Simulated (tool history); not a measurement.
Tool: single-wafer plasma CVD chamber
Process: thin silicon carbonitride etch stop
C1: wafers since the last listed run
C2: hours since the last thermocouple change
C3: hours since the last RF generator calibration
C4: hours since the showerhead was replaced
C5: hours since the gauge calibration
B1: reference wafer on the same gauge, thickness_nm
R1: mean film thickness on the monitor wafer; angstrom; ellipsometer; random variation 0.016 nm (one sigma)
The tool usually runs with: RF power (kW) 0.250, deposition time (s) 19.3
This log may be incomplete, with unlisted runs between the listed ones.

Run 1, hour 0.0: usual settings; C1 0; C2 724.5; C3 958.0; C4 7440.3; C5 163.7; B1 9.107. Result: R1 105.41 angstrom.
Run 2, hour 14.0: usual settings; C1 464; C2 738.5; C3 972.0; C4 7454.3; C5 177.7; B1 9.101. Result: R1 105.32 angstrom.
Run 3, hour 22.9: usual settings; C1 295; C2 747.4; C3 980.9; C4 7463.2; C5 186.6; B1 9.103. Result: R1 105.14 angstrom.
Run 4, hour 32.0: usual settings; C1 301; C2 756.5; C3 990.0; C4 7472.3; C5 195.7; B1 9.096. Result: R1 105.46 angstrom.
Run 5, hour 41.2: usual settings; C1 305; C2 765.7; C3 999.2; C4 7481.5; C5 204.9; B1 9.097. Result: R1 104.96 angstrom.
Run 6, hour 51.3: usual settings but deposition time (s) 22.1; C1 335; C2 775.8; C3 1009.3; C4 7491.6; C5 215.0; B1 9.097. Result: R1 120.31 angstrom.
Run 7, hour 61.1: usual settings but deposition time (s) 16.7; C1 325; C2 785.6; C3 1019.1; C4 7501.4; C5 224.8; B1 9.103. Result: R1 90.78 angstrom.
Run 8, hour 71.2: usual settings; C1 335; C2 795.7; C3 1029.2; C4 7511.5; C5 234.9; B1 9.101. Result: R1 105.39 angstrom.
At hour 84.5: gauge calibrated.
At hour 88.9: showerhead replaced, of another model than before.
Run 9, hour 89.4: usual settings; C1 338; C2 813.9; C3 1047.4; C4 0.5; C5 4.9; B1 9.100. Result: R1 103.32 angstrom.
Run 10, hour 93.1: usual settings but deposition time (s) 21.1; C1 122; C2 817.6; C3 1051.1; C4 4.2; C5 8.6; B1 9.105. Result: R1 112.63 angstrom.
Run 11, hour 110.5: usual settings; C1 577; C2 835.0; C3 1068.5; C4 21.6; C5 26.0; B1 9.095. Result: R1 103.12 angstrom.
At hour 120.8: thermocouple changed; heater temperature recalibrated.
Run 12, hour 150.0: usual settings but RF power (kW) 0.225, deposition time (s) 16.5; C1 1044; C2 29.2; C3 1108.0; C4 61.1; C5 65.5; B1 9.092. Result: R1 83.87 angstrom.
Run 13, hour 161.2: usual settings but RF power (kW) 0.230, deposition time (s) 22.6; C1 371; C2 40.4; C3 1119.2; C4 72.3; C5 76.7; B1 9.101. Result: R1 115.73 angstrom.
At hour 178.7: RF generator calibrated.
Run 14, hour 179.2: usual settings but RF power (kW) 0.270; C1 331; C2 58.4; C3 0.5; C4 90.3; C5 94.7; B1 9.094. Result: R1 111.20 angstrom.
Run 15, hour 193.9: usual settings; C1 487; C2 73.1; C3 15.2; C4 105.0; C5 109.4; B1 9.096. Result: R1 107.67 angstrom.
Run 16, hour 208.2: usual settings but RF power (kW) 0.295, deposition time (s) 23.1; C1 474; C2 87.4; C3 29.5; C4 119.3; C5 123.7; B1 9.098. Result: R1 137.65 angstrom.
Run 17, hour 224.5: usual settings but RF power (kW) 0.210, deposition time (s) 22.5; C1 540; C2 103.7; C3 45.8; C4 135.6; C5 140.0; B1 9.100. Result: R1 114.83 angstrom.
Run 18, hour 236.2: usual settings but RF power (kW) 0.215, deposition time (s) 22.6; C1 388; C2 115.4; C3 57.5; C4 147.3; C5 151.7; B1 9.098. Result: R1 116.36 angstrom.
Run 19, hour 250.5: usual settings; C1 474; C2 129.7; C3 71.8; C4 161.6; C5 166.0; B1 9.102. Result: R1 106.99 angstrom.

3 options for the next run, each taken on its own from the tool as it stands now. Forecast them:
Run A, hour 250.9: usual settings; C1 13; C2 130.1; C3 72.2; C4 162.0; C5 166.4; B1 ?. Result: R1 ?.
Run B, hour 250.9: usual settings but RF power (kW) 0.235, deposition time (s) 21.8; C1 13; C2 130.1; C3 72.2; C4 162.0; C5 166.4; B1 ?. Result: R1 ?.
Run C, hour 250.9: usual settings but deposition time (s) 15.7; C1 13; C2 130.1; C3 72.2; C4 162.0; C5 166.4; B1 ?. Result: R1 ?.

run     B1      R1
  A  9.099  106.95
  B  9.099  117.40
  C  9.099   87.00
The same runs, with their run-to-run variation unchanged, on a tool lacking any hidden condition would have given:
run      R1
  A  107.70
  B  118.22
  C   87.61
